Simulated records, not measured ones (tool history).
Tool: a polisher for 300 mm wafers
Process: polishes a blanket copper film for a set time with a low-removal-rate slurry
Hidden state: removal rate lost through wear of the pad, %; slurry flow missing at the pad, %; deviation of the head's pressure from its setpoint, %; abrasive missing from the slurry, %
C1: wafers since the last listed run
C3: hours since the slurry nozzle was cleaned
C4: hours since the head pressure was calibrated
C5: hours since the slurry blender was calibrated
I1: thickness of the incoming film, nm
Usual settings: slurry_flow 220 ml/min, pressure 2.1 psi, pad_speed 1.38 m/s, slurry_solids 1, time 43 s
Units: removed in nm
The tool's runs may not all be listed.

run 1 hour=0 | slurry_flow=220 pressure=2.1 pad_speed=1.38 slurry_solids=0.8 time=37 | C1=0 wafers_polished_on_this_pad=1471 C3=509.2 C4=600.4 C5=55.8 | I1=1202.6 | removed=112.6
-- hour=16.8 slurry nozzle cleaned
run 2 hour=75.5 | slurry_flow=220 pressure=2.1 pad_speed=1.38 slurry_solids=1 time=43 | C1=547 wafers_polished_on_this_pad=2018 C3=58.7 C4=675.9 C5=131.3 | I1=1195.4 | removed=132.8
-- hour=80.6 worn pad replaced by a new one
run 3 hour=159.7 | slurry_flow=220 pressure=2.1 pad_speed=1.38 slurry_solids=1 time=43 | C1=588 wafers_polished_on_this_pad=580 C3=142.9 C4=760.1 C5=215.5 | I1=1191.3 | removed=134
-- hour=224.4 slurry blender recalibrated
run 4 hour=231.7 | slurry_flow=220 pressure=2.1 pad_speed=1.38 slurry_solids=1 time=43 | C1=514 wafers_polished_on_this_pad=1094 C3=214.9 C4=832.1 C5=7.3 | I1=1216.6 | removed=132.9
run 5 hour=295.1 | slurry_flow=220 pressure=2.1 pad_speed=1.38 slurry_solids=1 time=43 | C1=465 wafers_polished_on_this_pad=1560 C3=278.3 C4=895.5 C5=70.7 | I1=1193.5 | removed=134.8
-- hour=352.9 worn pad replaced by a new one
-- hour=461.4 head pressure recalibrated
run 6 hour=498.3 | slurry_flow=220 pressure=2.1 pad_speed=1.38 slurry_solids=1 time=43 | C1=1448 wafers_polished_on_this_pad=1053 C3=481.5 C4=36.9 C5=273.9 | I1=1202.6 | removed=140.1
-- hour=503.8 slurry blender recalibrated
run 7 hour=597.9 | slurry_flow=220 pressure=2.1 pad_speed=1.38 slurry_solids=1 time=53 | C1=716 wafers_polished_on_this_pad=1770 C3=581.1 C4=136.5 C5=94.1 | I1=1183.8 | removed=173.5
-- hour=602.8 slurry nozzle cleaned
-- hour=663.7 worn pad replaced by a new one
run 8 hour=677.4 | slurry_flow=220 pressure=2.1 pad_speed=1.38 slurry_solids=1 time=53 | C1=547 wafers_polished_on_this_pad=100 C3=74.6 C4=216 C5=173.6 | I1=1177.7 | removed=174.1
run 9 hour=724.2 | slurry_flow=220 pressure=2.1 pad_speed=1.38 slurry_solids=1 time=53 | C1=343 wafers_polished_on_this_pad=444 C3=121.4 C4=262.8 C5=220.4 | I1=1200.5 | removed=168.9
run 10 hour=769.7 | slurry_flow=220 pressure=2.1 pad_speed=1.38 slurry_solids=1 time=53 | C1=334 wafers_polished_on_this_pad=778 C3=166.9 C4=308.3 C5=265.9 | I1=1210.6 | removed=170.7
-- hour=774.9 slurry blender recalibrated
run 11 hour=863.3 | slurry_flow=190 pressure=1.7 pad_speed=1.52 slurry_solids=1 time=31 | C1=672 wafers_polished_on_this_pad=1451 C3=260.5 C4=401.9 C5=88.4 | I1=1191.1 | removed=83.8
-- hour=910.5 worn pad replaced by a new one
run 12 hour=945 | slurry_flow=220 pressure=2.1 pad_speed=1.38 slurry_solids=0.85 time=43 | C1=570 wafers_polished_on_this_pad=253 C3=342.2 C4=483.6 C5=170.1 | I1=1189.2 | removed=131.8
run 13 hour=994 | slurry_flow=160 pressure=2.1 pad_speed=1.38 slurry_solids=1 time=43 | C1=359 wafers_polished_on_this_pad=613 C3=391.2 C4=532.6 C5=219.1 | I1=1198.3 | removed=129.8
run 14 hour=1072.9 | slurry_flow=220 pressure=2.1 pad_speed=1.38 slurry_solids=1 time=53 | C1=579 wafers_polished_on_this_pad=1192 C3=470.1 C4=611.5 C5=298 | I1=1207.7 | removed=171.1
-- hour=1080.1 slurry blender recalibrated
-- hour=1119.7 slurry nozzle cleaned
run 15 hour=1120.2 | slurry_flow=220 pressure=2.1 pad_speed=1.38 slurry_solids=1 time=43 | C1=325 wafers_polished_on_this_pad=1517 C3=0.5 C4=658.8 C5=40.1 | I1=1215 | removed=135.4
-- hour=1190.7 worn pad replaced by a new one
run 16 hour=1192.4 | slurry_flow=220 pressure=2.1 pad_speed=1.24 slurry_solids=1 time=48 | C1=500 wafers_polished_on_this_pad=12 C3=72.7 C4=731 C5=112.3 | I1=1223 | removed=140
run 17 hour=1245.2 | slurry_flow=220 pressure=2.7 pad_speed=1.38 slurry_solids=1.25 time=51 | C1=387 wafers_polished_on_this_pad=400 C3=125.5 C4=783.8 C5=165.1 | I1=1210.6 | removed=213.3
run 18 hour=1319.5 | slurry_flow=220 pressure=2.6 pad_speed=1.38 slurry_solids=1 time=49 | C1=545 wafers_polished_on_this_pad=946 C3=199.8 C4=858.1 C5=239.4 | I1=1181.2 | removed=188.3
-- hour=1331.3 slurry blender recalibrated
run 19 hour=1405.6 | slurry_flow=220 pressure=2.1 pad_speed=1.38 slurry_solids=1 time=28 | C1=617 wafers_polished_on_this_pad=1563 C3=285.9 C4=944.2 C5=74.3 | I1=1198.5 | removed=86.5

3 ways to go on from here, each from the tool as it stands after run 19. What would each give?
run A hour=1406 | slurry_flow=220 pressure=2.1 pad_speed=1.38 slurry_solids=1 time=43 | C1=2 wafers_polished_on_this_pad=1566 C3=286.3 C4=944.6 C5=74.7 | I1=1217.1 | removed=?
run B hour=1406 | slurry_flow=220 pressure=2.5 pad_speed=1.12 slurry_solids=1 time=43 | C1=2 wafers_polished_on_this_pad=1566 C3=286.3 C4=944.6 C5=74.7 | I1=1217.1 | removed=?
run C hour=1406 | slurry_flow=220 pressure=2.4 pad_speed=1.38 slurry_solids=1.25 time=43 | C1=2 wafers_polished_on_this_pad=1566 C3=286.3 C4=944.6 C5=74.7 | I1=1217.1 | removed=?

run=A removed=137.7
run=B removed=144
run=C removed=163.4
Without the tool's hidden state the same runs would have given:
run=A removed=146
run=B removed=152.7
run=C removed=173.3
